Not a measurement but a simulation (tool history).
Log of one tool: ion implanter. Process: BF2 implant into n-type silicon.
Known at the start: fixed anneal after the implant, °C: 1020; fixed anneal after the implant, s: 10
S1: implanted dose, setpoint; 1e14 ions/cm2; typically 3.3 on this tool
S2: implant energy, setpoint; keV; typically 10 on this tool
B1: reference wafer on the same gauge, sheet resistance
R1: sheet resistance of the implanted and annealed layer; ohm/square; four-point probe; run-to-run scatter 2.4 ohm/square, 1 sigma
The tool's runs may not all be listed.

run 1 hour=0 | S1=3.3 S2=10 | B1=483.32 | R1=418.84
run 2 hour=19.8 | S1=3.52 S2=10 | B1=483.05 | R1=405.85
run 3 hour=32.8 | S1=2.83 S2=10 | B1=484.07 | R1=468.74
run 4 hour=62.5 | S1=2.83 S2=10 | B1=483.52 | R1=474.61
run 5 hour=94.4 | S1=3.3 S2=10 | B1=485.7 | R1=420.98
run 6 hour=112.1 | S1=3.3 S2=10 | B1=485.97 | R1=419.74
run 7 hour=128.1 | S1=3.3 S2=9 | B1=486.27 | R1=436.6
run 8 hour=161.3 | S1=4.01 S2=10 | B1=485.82 | R1=372.14
run 9 hour=189.8 | S1=4.01 S2=10 | B1=487.02 | R1=370.66
run 10 hour=208.9 | S1=4.01 S2=10 | B1=487.08 | R1=375.78
run 11 hour=222.8 | S1=3.3 S2=10 | B1=487.99 | R1=424.62
run 12 hour=239.9 | S1=3.3 S2=10 | B1=488.66 | R1=422.8
run 13 hour=273.2 | S1=4.23 S2=7.5 | B1=487.41 | R1=396.65
run 14 hour=287.3 | S1=3.96 S2=8.5 | B1=489.3 | R1=397.94
run 15 hour=315.9 | S1=3.8 S2=12 | B1=489.3 | R1=374.1
-- hour=331.6 Faraday cup replaced and dose calibrated
run 16 hour=347.6 | S1=3.3 S2=10 | B1=490.59 | R1=430.72
run 17 hour=365.4 | S1=2.59 S2=9 | B1=491.93 | R1=519.03
-- hour=379.9 gauge calibrated
run 18 hour=383.2 | S1=3.3 S2=10 | B1=481.43 | R1=418.75
run 19 hour=397.7 | S1=3.3 S2=13.5 | B1=482.7 | R1=390.81
-- hour=426 extraction supply calibrated
run 20 hour=430 | S1=2.48 S2=10 | B1=483.07 | R1=518.04
run 21 hour=449.8 | S1=3.3 S2=11.5 | B1=482.23 | R1=406.34
run 22 hour=465.2 | S1=3.79 S2=7.5 | B1=482.15 | R1=422.35
run 23 hour=487.7 | S1=2.62 S2=13 | B1=483.59 | R1=477
run 24 hour=518.6 | S1=3.05 S2=10 | B1=485.02 | R1=445.71
run 25 hour=552.2 | S1=2.38 S2=12 | B1=484.97 | R1=513.04

4 options for the next run, each taken on its own from the tool as it stands now. Forecast them:
run A hour=552.6 | S1=3.3 S2=7 | B1=? | R1=?
run B hour=552.6 | S1=3.3 S2=8 | B1=? | R1=?
run C hour=552.6 | S1=3.57 S2=8.5 | B1=? | R1=?
run D hour=552.6 | S1=2.63 S2=12.5 | B1=? | R1=?

run=A B1=484.88 R1=469.46
run=B B1=484.88 R1=449.47
run=C B1=484.88 R1=420.2
run=D B1=484.88 R1=476.51
Stripped of hidden state, with their random variation kept, the same runs would have yielded:
run=A R1=465.39
run=B R1=445.57
run=C R1=416.55
run=D R1=472.38
